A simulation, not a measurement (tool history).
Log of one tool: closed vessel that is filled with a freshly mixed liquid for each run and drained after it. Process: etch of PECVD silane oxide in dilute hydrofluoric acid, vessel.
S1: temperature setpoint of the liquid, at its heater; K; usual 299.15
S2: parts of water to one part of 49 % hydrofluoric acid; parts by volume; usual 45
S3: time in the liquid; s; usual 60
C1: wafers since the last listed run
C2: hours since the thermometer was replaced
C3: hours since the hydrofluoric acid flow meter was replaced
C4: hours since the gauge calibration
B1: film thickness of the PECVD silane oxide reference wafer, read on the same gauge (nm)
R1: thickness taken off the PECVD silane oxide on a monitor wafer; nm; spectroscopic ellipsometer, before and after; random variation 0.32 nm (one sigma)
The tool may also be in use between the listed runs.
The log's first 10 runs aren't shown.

run,day,S1,S2,S3,C1,C2,C3,C4,B1,R1
11,21.392,299.15,45,60,2889,200.2,949.4,1294.3,69.99,36.42
12,23.95,294.65,55,30,6291,261.6,1010.8,1355.7,70,12.3
13,28.433,294.65,50,60,11026,369.2,1118.4,1463.3,70,27.6
# day 30.617: hydrofluoric acid flow meter replaced
14,31,299.15,30,40,6209,430.8,9.2,1524.9,70.01,33.7
15,32.738,299.15,45,60,4273,472.5,50.9,1566.6,70.02,33.88
16,34.158,297.15,40,60,3494,506.6,85,1600.7,70.01,35.99
17,36.662,295.65,45,80,6158,566.7,145.1,1660.8,70,39.14
18,38.275,295.65,45,60,3965,605.4,183.8,1699.5,70.02,29.73
19,39.838,302.15,55,60,3842,642.9,221.3,1737,70,31.15
20,42.792,299.15,45,85,7265,713.8,292.2,1807.9,69.99,49.09
21,45.279,299.15,50,85,6117,773.5,351.9,1867.6,70.01,44.54
22,46.533,299.15,45,60,3084,803.6,382,1897.7,70.01,35.17
# day 47.229: gauge calibrated
23,47.742,294.65,55,30,2971,832.6,411,12.3,69.97,11.99
24,49.125,303.15,50,85,3402,865.8,444.2,45.5,69.97,53
25,50.154,295.65,45,70,2531,890.5,468.9,70.2,70,36.09
26,52.671,297.15,35,45,6189,950.9,529.3,130.6,69.99,32.56
27,54.321,303.15,50,85,4057,990.5,568.9,170.2,70,53.62
28,57.233,296.15,55,60,7162,1060.4,638.8,240.1,70,25.68
29,60.225,299.15,30,70,7357,1132.2,710.6,311.9,70.01,65.56
30,61.354,301.65,30,60,2777,1159.3,737.7,339,70,63.04
31,63.292,299.15,45,60,4764,1205.8,784.2,385.5,69.99,36.77
32,64.908,302.15,30,60,3975,1244.6,823,424.3,69.99,64.23
33,67.467,299.15,45,60,6291,1306,884.4,485.7,70.01,37.44

4 ways to go on from here, each from the tool as it stands after run 33. What would each give?
A,67.496,299.15,45,60,71,1306.7,885.1,486.4,?,?
B,67.496,299.15,35,60,71,1306.7,885.1,486.4,?,?
C,67.496,303.65,45,40,71,1306.7,885.1,486.4,?,?
D,67.496,296.65,30,70,71,1306.7,885.1,486.4,?,?

run,B1,R1
A,70,36.44
B,70,47.47
C,70,29.08
D,70,58.63
Without the tool's hidden state the same runs would have given:
run,R1
A,32.34
B,42.17
C,25.81
D,52.1

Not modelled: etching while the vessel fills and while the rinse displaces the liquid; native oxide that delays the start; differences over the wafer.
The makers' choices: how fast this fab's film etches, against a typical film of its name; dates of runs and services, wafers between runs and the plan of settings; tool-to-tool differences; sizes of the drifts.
